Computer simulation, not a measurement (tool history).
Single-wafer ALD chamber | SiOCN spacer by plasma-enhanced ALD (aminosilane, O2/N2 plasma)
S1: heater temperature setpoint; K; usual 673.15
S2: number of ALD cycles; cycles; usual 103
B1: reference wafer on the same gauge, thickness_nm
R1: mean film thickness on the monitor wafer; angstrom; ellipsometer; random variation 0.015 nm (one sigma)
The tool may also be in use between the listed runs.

| run | hour | S1 | S2 | B1 | R1 |
|---|---|---|---|---|---|
| 1 | 0 | 681.15 | 109 | 6.347 | 62.91 |
| 2 | 24.8 | 679.15 | 103 | 6.347 | 60.15 |
| 3 | 38.7 | 679.15 | 103 | 6.347 | 59.51 |
| 4 | 67.2 | 673.15 | 103 | 6.343 | 60.75 |
| 5 | 81.1 | 673.15 | 103 | 6.343 | 60.92 |
| 6 | 104.6 | 673.15 | 103 | 6.343 | 60.87 |
| 7 | 119.9 | 673.15 | 103 | 6.343 | 60.96 |
| 8 | 152.5 | 673.15 | 96 | 6.34 | 56.72 |
| 9 | 166.2 | 673.15 | 103 | 6.344 | 60.92 |
| 10 | 246.4 | 673.15 | 103 | 6.335 | 61.11 |
| 11 | 258.9 | 673.15 | 103 | 6.335 | 60.67 |
| 12 | 277.6 | 680.15 | 103 | 6.331 | 59.52 |
| 13 | 298.9 | 680.15 | 103 | 6.334 | 59.7 |
| 14 | 331.1 | 673.15 | 103 | 6.335 | 60.84 |
| 15 | 343.9 | 669.15 | 103 | 6.332 | 60.94 |
| 16 | 362.1 | 664.15 | 103 | 6.333 | 60.74 |
|  | 368.1 | gauge calibrated |
| 17 | 397 | 673.15 | 103 | 6.411 | 61.61 |
| 18 | 426.3 | 673.15 | 116 | 6.4 | 69.15 |
| 19 | 453.5 | 673.15 | 103 | 6.393 | 61.33 |
|  | 495.5 | thermocouple changed; heater temperature recalibrated |
| 20 | 496 | 673.15 | 103 | 6.376 | 61.48 |
| 21 | 512.5 | 673.15 | 111 | 6.379 | 65.92 |
| 22 | 544.6 | 673.15 | 116 | 6.375 | 69 |
| 23 | 565.9 | 673.15 | 103 | 6.371 | 61.27 |
| 24 | 590.5 | 687.15 | 90 | 6.365 | 50.81 |
| 25 | 603.1 | 673.15 | 103 | 6.364 | 61.44 |
| 26 | 690.6 | 669.15 | 94 | 6.354 | 55.63 |
| 27 | 714.9 | 665.15 | 84 | 6.353 | 49.78 |
| 28 | 737.4 | 663.15 | 119 | 6.343 | 70.9 |
| 29 | 752.9 | 669.15 | 92 | 6.345 | 54.39 |
| 30 | 773.7 | 684.15 | 103 | 6.348 | 58.59 |
| 31 | 788.8 | 673.15 | 122 | 6.349 | 72.46 |
| 32 | 823 | 665.15 | 118 | 6.345 | 69.87 |
| 33 | 839.6 | 679.15 | 103 | 6.342 | 59.78 |
| 34 | 861.6 | 666.15 | 85 | 6.338 | 50.23 |
| 35 | 897.4 | 673.15 | 103 | 6.343 | 60.81 |
| 36 | 918.4 | 668.15 | 110 | 6.339 | 65.17 |
| 37 | 936.1 | 660.15 | 116 | 6.335 | 68.84 |

5 ways to go on from here, each from the tool as it stands after run 37. What would each give?
| A | 936.7 | 673.15 | 103 | ? | ? |
| B | 936.7 | 664.15 | 95 | ? | ? |
| C | 936.7 | 669.15 | 90 | ? | ? |
| D | 936.7 | 659.15 | 103 | ? | ? |
| E | 936.7 | 682.15 | 115 | ? | ? |

| run | B1 | R1 |
|---|---|---|
| A | 6.34 | 60.88 |
| B | 6.34 | 56.16 |
| C | 6.34 | 53.2 |
| D | 6.34 | 60.88 |
| E | 6.34 | 65.89 |
Without the tool's hidden state the same runs would have given:
| run | R1 |
|---|---|
| A | 61.66 |
| B | 56.88 |
| C | 53.88 |
| D | 61.66 |
| E | 66.73 |
